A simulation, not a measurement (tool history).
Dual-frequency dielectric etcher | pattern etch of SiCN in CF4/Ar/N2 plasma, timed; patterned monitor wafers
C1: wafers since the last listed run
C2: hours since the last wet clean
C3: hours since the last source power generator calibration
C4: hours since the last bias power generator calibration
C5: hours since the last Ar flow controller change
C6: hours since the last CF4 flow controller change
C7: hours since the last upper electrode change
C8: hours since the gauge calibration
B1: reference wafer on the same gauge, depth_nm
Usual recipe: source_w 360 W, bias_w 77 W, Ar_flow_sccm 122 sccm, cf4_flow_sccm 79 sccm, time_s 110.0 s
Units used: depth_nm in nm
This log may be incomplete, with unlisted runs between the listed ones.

Run 1, hour 0.0: usual settings; C1 0; C2 263.1; C3 3244.9; C4 1723.9; C5 5108.7; C6 4607.0; C7 5410.5; C8 419.0; B1 75.1. Result: depth_nm 85.7 nm.
Run 2, hour 19.6: usual settings but source_w 380 W; C1 188; C2 282.7; C3 3264.5; C4 1743.5; C5 5128.3; C6 4626.6; C7 5430.1; C8 438.6; B1 75.1. Result: depth_nm 88.7 nm.
Run 3, hour 52.4: usual settings but source_w 380 W; C1 315; C2 315.5; C3 3297.3; C4 1776.3; C5 5161.1; C6 4659.4; C7 5462.9; C8 471.4; B1 75.1. Result: depth_nm 88.4 nm.
Run 4, hour 77.7: usual settings but source_w 380 W; C1 243; C2 340.8; C3 3322.6; C4 1801.6; C5 5186.4; C6 4684.7; C7 5488.2; C8 496.7; B1 75.1. Result: depth_nm 88.8 nm.
Run 5, hour 99.2: usual settings; C1 207; C2 362.3; C3 3344.1; C4 1823.1; C5 5207.9; C6 4706.2; C7 5509.7; C8 518.2; B1 75.1. Result: depth_nm 86.2 nm.
Run 6, hour 128.9: usual settings; C1 285; C2 392.0; C3 3373.8; C4 1852.8; C5 5237.6; C6 4735.9; C7 5539.4; C8 547.9; B1 75.1. Result: depth_nm 86.2 nm.
At hour 143.4: Ar flow controller replaced.
Run 7, hour 226.7: usual settings; C1 883; C2 489.8; C3 3471.6; C4 1950.6; C5 83.3; C6 4833.7; C7 5637.2; C8 645.7; B1 75.0. Result: depth_nm 87.1 nm.
Run 8, hour 257.8: usual settings but cf4_flow_sccm 70 sccm, time_s 128.0 s; C1 299; C2 520.9; C3 3502.7; C4 1981.7; C5 114.4; C6 4864.8; C7 5668.3; C8 676.8; B1 75.1. Result: depth_nm 98.2 nm.
At hour 278.5: bias power generator calibrated.
At hour 307.8: wet clean of the chamber.
Run 9, hour 308.3: usual settings but source_w 310 W, time_s 119.5 s; C1 216; C2 0.5; C3 3553.2; C4 29.8; C5 164.9; C6 4915.3; C7 5718.8; C8 727.3; B1 75.2. Result: depth_nm 87.6 nm.
At hour 316.9: CF4 flow controller replaced.
Run 10, hour 321.5: usual settings but time_s 120.0 s; C1 69; C2 13.7; C3 3566.4; C4 43.0; C5 178.1; C6 4.6; C7 5732.0; C8 740.5; B1 75.1. Result: depth_nm 95.5 nm.
Run 11, hour 346.6: usual settings but bias_w 59 W, time_s 80.5 s; C1 241; C2 38.8; C3 3591.5; C4 68.1; C5 203.2; C6 29.7; C7 5757.1; C8 765.6; B1 75.1. Result: depth_nm 55.6 nm.
At hour 374.6: upper electrode replaced.
Run 12, hour 375.1: usual settings but cf4_flow_sccm 64 sccm; C1 43; C2 67.3; C3 3620.0; C4 96.6; C5 231.7; C6 58.2; C7 0.5; C8 794.1; B1 75.1. Result: depth_nm 83.2 nm.
Run 13, hour 401.4: usual settings; C1 253; C2 93.6; C3 3646.3; C4 122.9; C5 258.0; C6 84.5; C7 26.8; C8 820.4; B1 75.1. Result: depth_nm 87.5 nm.
Run 14, hour 417.3: usual settings; C1 153; C2 109.5; C3 3662.2; C4 138.8; C5 273.9; C6 100.4; C7 42.7; C8 836.3; B1 75.1. Result: depth_nm 87.6 nm.

Predict the results of run 15:
Run 15, hour 469.9: usual settings but bias_w 85 W; C1 506; C2 162.1; C3 3714.8; C4 191.4; C5 326.5; C6 153.0; C7 95.3; C8 888.9; B1 ?. Result: depth_nm ?.

B1: 75.2
depth_nm: 91.9 nm
Were there no unlogged condition in the tool, this run, its random variation unchanged, would have produced depth_nm 91.5 nm.
